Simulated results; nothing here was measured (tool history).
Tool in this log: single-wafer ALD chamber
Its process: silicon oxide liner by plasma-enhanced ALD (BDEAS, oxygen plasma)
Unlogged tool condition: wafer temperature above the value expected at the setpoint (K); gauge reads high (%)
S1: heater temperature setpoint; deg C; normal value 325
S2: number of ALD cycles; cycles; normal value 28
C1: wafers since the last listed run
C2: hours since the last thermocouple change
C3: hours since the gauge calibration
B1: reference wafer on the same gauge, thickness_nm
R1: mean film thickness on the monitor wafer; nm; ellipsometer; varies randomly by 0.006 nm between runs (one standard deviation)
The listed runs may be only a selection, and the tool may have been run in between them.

Run 1, hour 0: usual settings but S1 330 deg C; C1 0; C2 658.3; C3 408.2; B1 2.09. Result: R1 2.355 nm.
Run 2, hour 32.9: usual settings but S1 330 deg C; C1 476; C2 691.2; C3 441.1; B1 2.091. Result: R1 2.357 nm.
Run 3, hour 93.3: usual settings but S2 31 cycles; C1 874; C2 751.6; C3 501.5; B1 2.091. Result: R1 2.645 nm.
Run 4, hour 127.1: usual settings but S1 319 deg C; C1 489; C2 785.4; C3 535.3; B1 2.089. Result: R1 2.414 nm.
Run 5, hour 141.8: usual settings but S1 319 deg C; C1 212; C2 800.1; C3 550; B1 2.09. Result: R1 2.401 nm.
Run 6, hour 174.7: usual settings but S2 24 cycles; C1 476; C2 833; C3 582.9; B1 2.09. Result: R1 2.034 nm.
Run 7, hour 200.8: usual settings but S1 332 deg C, S2 32 cycles; C1 377; C2 859.1; C3 609; B1 2.089. Result: R1 2.685 nm.
Run 8, hour 224.9: usual settings but S1 332 deg C, S2 32 cycles; C1 348; C2 883.2; C3 633.1; B1 2.09. Result: R1 2.681 nm.
Run 9, hour 237.4: usual settings but S1 332 deg C, S2 32 cycles; C1 181; C2 895.7; C3 645.6; B1 2.09. Result: R1 2.691 nm.
Run 10, hour 263.4: usual settings but S2 30 cycles; C1 376; C2 921.7; C3 671.6; B1 2.09. Result: R1 2.538 nm.
Run 11, hour 279.8: usual settings but S1 319 deg C, S2 32 cycles; C1 237; C2 938.1; C3 688; B1 2.09. Result: R1 2.747 nm.
Run 12, hour 303.8: usual settings but S2 32 cycles; C1 347; C2 962.1; C3 712; B1 2.091. Result: R1 2.727 nm.
At hour 327: gauge calibrated.
Run 13, hour 344.1: usual settings but S2 32 cycles; C1 583; C2 1002.4; C3 17.1; B1 2.09. Result: R1 2.73 nm.
Run 14, hour 368.2: usual settings; C1 348; C2 1026.5; C3 41.2; B1 2.09. Result: R1 2.388 nm.
Run 15, hour 394: usual settings but S1 333 deg C, S2 23 cycles; C1 373; C2 1052.3; C3 67; B1 2.09. Result: R1 1.944 nm.
At hour 427.2: thermocouple changed; heater temperature recalibrated.
Run 16, hour 427.7: usual settings but S1 312 deg C, S2 33 cycles; C1 372; C2 0.5; C3 100.7; B1 2.09. Result: R1 2.86 nm.
Run 17, hour 442.2: usual settings but S1 315 deg C; C1 209; C2 15; C3 115.2; B1 2.09. Result: R1 2.419 nm.
Run 18, hour 477.6: usual settings; C1 512; C2 50.4; C3 150.6; B1 2.09. Result: R1 2.381 nm.
Run 19, hour 505.6: usual settings but S1 331 deg C, S2 26 cycles; C1 405; C2 78.4; C3 178.6; B1 2.091. Result: R1 2.197 nm.
Run 20, hour 533.4: usual settings but S2 30 cycles; C1 402; C2 106.2; C3 206.4; B1 2.09. Result: R1 2.544 nm.
Run 21, hour 557.9: usual settings but S1 315 deg C, S2 26 cycles; C1 354; C2 130.7; C3 230.9; B1 2.091. Result: R1 2.241 nm.
Run 22, hour 586.8: usual settings but S1 319 deg C, S2 26 cycles; C1 418; C2 159.6; C3 259.8; B1 2.089. Result: R1 2.242 nm.
Run 23, hour 618.2: usual settings but S1 314 deg C, S2 24 cycles; C1 454; C2 191; C3 291.2; B1 2.09. Result: R1 2.083 nm.
Run 24, hour 630.7: usual settings; C1 181; C2 203.5; C3 303.7; B1 2.088. Result: R1 2.385 nm.
Run 25, hour 685.1: usual settings but S1 331 deg C, S2 23 cycles; C1 787; C2 257.9; C3 358.1; B1 2.09. Result: R1 1.943 nm.
Run 26, hour 697.7: usual settings but S1 310 deg C, S2 31 cycles; C1 182; C2 270.5; C3 370.7; B1 2.09. Result: R1 2.698 nm.
Run 27, hour 725.6: usual settings but S1 337 deg C, S2 33 cycles; C1 403; C2 298.4; C3 398.6; B1 2.09. Result: R1 2.751 nm.

Branching from run 27: 3 alternative next runs. What would each branch give?
Run A, hour 726: usual settings; C1 5; C2 298.8; C3 399; B1 ?. Result: R1 ?.
Run B, hour 726: usual settings but S1 338 deg C, S2 26 cycles; C1 5; C2 298.8; C3 399; B1 ?. Result: R1 ?.
Run C, hour 726: usual settings but S1 314 deg C; C1 5; C2 298.8; C3 399; B1 ?. Result: R1 ?.

run     B1     R1
  A  2.089  2.371
  B  2.089  2.154
  C  2.089  2.414
Stripped of hidden state, with their random variation kept, the same runs would have yielded:
run     R1
  A  2.371
  B  2.154
  C  2.414
